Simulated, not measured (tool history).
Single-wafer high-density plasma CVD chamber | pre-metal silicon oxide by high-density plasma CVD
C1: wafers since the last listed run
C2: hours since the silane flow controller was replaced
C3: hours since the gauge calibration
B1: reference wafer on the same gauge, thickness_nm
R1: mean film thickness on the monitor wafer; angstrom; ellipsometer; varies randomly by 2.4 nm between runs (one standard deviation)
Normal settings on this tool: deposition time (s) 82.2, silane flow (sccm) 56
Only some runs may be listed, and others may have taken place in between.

Run 1, day 0.000: usual settings but deposition time (s) 88.9; C1 0; C2 2976.9; C3 1090.3; B1 369.974. Result: R1 4663.92 angstrom.
Run 2, day 4.412: usual settings but deposition time (s) 88.9; C1 1788; C2 3082.8; C3 1196.2; B1 370.335. Result: R1 4635.97 angstrom.
Run 3, day 14.375: usual settings but deposition time (s) 69.9, silane flow (sccm) 51; C1 4037; C2 3321.9; C3 1435.3; B1 370.051. Result: R1 3335.29 angstrom.
Run 4, day 18.092: usual settings; C1 1506; C2 3411.1; C3 1524.5; B1 369.473. Result: R1 4310.51 angstrom.
Run 5, day 21.329: usual settings; C1 1312; C2 3488.8; C3 1602.2; B1 370.189. Result: R1 4325.77 angstrom.
Run 6, day 23.762: usual settings; C1 986; C2 3547.2; C3 1660.6; B1 369.892. Result: R1 4286.76 angstrom.
At day 26.883: silane flow controller replaced.
Run 7, day 26.904: usual settings but deposition time (s) 75.9; C1 1138; C2 0.5; C3 1736.0; B1 369.781. Result: R1 3994.91 angstrom.
Run 8, day 30.442: usual settings but deposition time (s) 75.9; C1 1433; C2 85.4; C3 1820.9; B1 369.902. Result: R1 3957.16 angstrom.
Run 9, day 32.096: usual settings but deposition time (s) 75.9; C1 670; C2 125.1; C3 1860.6; B1 369.274. Result: R1 3958.65 angstrom.
Run 10, day 36.479: usual settings; C1 1776; C2 230.3; C3 1965.8; B1 369.013. Result: R1 4285.80 angstrom.
Run 11, day 40.854: usual settings; C1 1773; C2 335.3; C3 2070.8; B1 369.560. Result: R1 4302.66 angstrom.
At day 42.721: gauge calibrated.
Run 12, day 43.533: usual settings; C1 1085; C2 399.6; C3 19.5; B1 370.003. Result: R1 4272.70 angstrom.
Run 13, day 47.096: usual settings; C1 1443; C2 485.1; C3 105.0; B1 369.678. Result: R1 4284.90 angstrom.
Run 14, day 49.850: usual settings but deposition time (s) 89.1, silane flow (sccm) 45; C1 1116; C2 551.2; C3 171.1; B1 369.985. Result: R1 3804.14 angstrom.
Run 15, day 51.533: usual settings but deposition time (s) 70.7, silane flow (sccm) 65; C1 682; C2 591.6; C3 211.5; B1 370.227. Result: R1 4246.96 angstrom.
Run 16, day 53.504: usual settings; C1 798; C2 638.9; C3 258.8; B1 369.638. Result: R1 4332.15 angstrom.
Run 17, day 57.454: usual settings but deposition time (s) 75.9; C1 1600; C2 733.7; C3 353.6; B1 369.939. Result: R1 3963.77 angstrom.
Run 18, day 61.200: usual settings but silane flow (sccm) 47; C1 1518; C2 823.6; C3 443.5; B1 370.202. Result: R1 3633.40 angstrom.
Run 19, day 68.646: usual settings but silane flow (sccm) 66; C1 3017; C2 1002.3; C3 622.2; B1 370.358. Result: R1 5035.94 angstrom.
Run 20, day 72.192: usual settings but deposition time (s) 75.9; C1 1436; C2 1087.4; C3 707.3; B1 369.372. Result: R1 3982.47 angstrom.
Run 21, day 73.867: usual settings but deposition time (s) 66.2, silane flow (sccm) 61; C1 678; C2 1127.6; C3 747.5; B1 369.953. Result: R1 3778.92 angstrom.
Run 22, day 76.967: usual settings but silane flow (sccm) 52; C1 1256; C2 1202.0; C3 821.9; B1 370.809. Result: R1 4001.42 angstrom.
Run 23, day 78.796: usual settings but deposition time (s) 67.0, silane flow (sccm) 49; C1 741; C2 1245.9; C3 865.8; B1 369.594. Result: R1 3101.51 angstrom.
Run 24, day 80.821: usual settings but deposition time (s) 75.5, silane flow (sccm) 62; C1 820; C2 1294.5; C3 914.4; B1 369.874. Result: R1 4347.12 angstrom.
Run 25, day 84.492: usual settings but deposition time (s) 77.8, silane flow (sccm) 67; C1 1487; C2 1382.6; C3 1002.5; B1 370.872. Result: R1 4828.46 angstrom.
Run 26, day 88.671: usual settings; C1 1693; C2 1482.9; C3 1102.8; B1 370.524. Result: R1 4260.28 angstrom.

For each run, what was the tool's unlogged condition?
delivered silane flow above the setpoint (%): 0 at every run
gauge reads high (%): 0 at every run

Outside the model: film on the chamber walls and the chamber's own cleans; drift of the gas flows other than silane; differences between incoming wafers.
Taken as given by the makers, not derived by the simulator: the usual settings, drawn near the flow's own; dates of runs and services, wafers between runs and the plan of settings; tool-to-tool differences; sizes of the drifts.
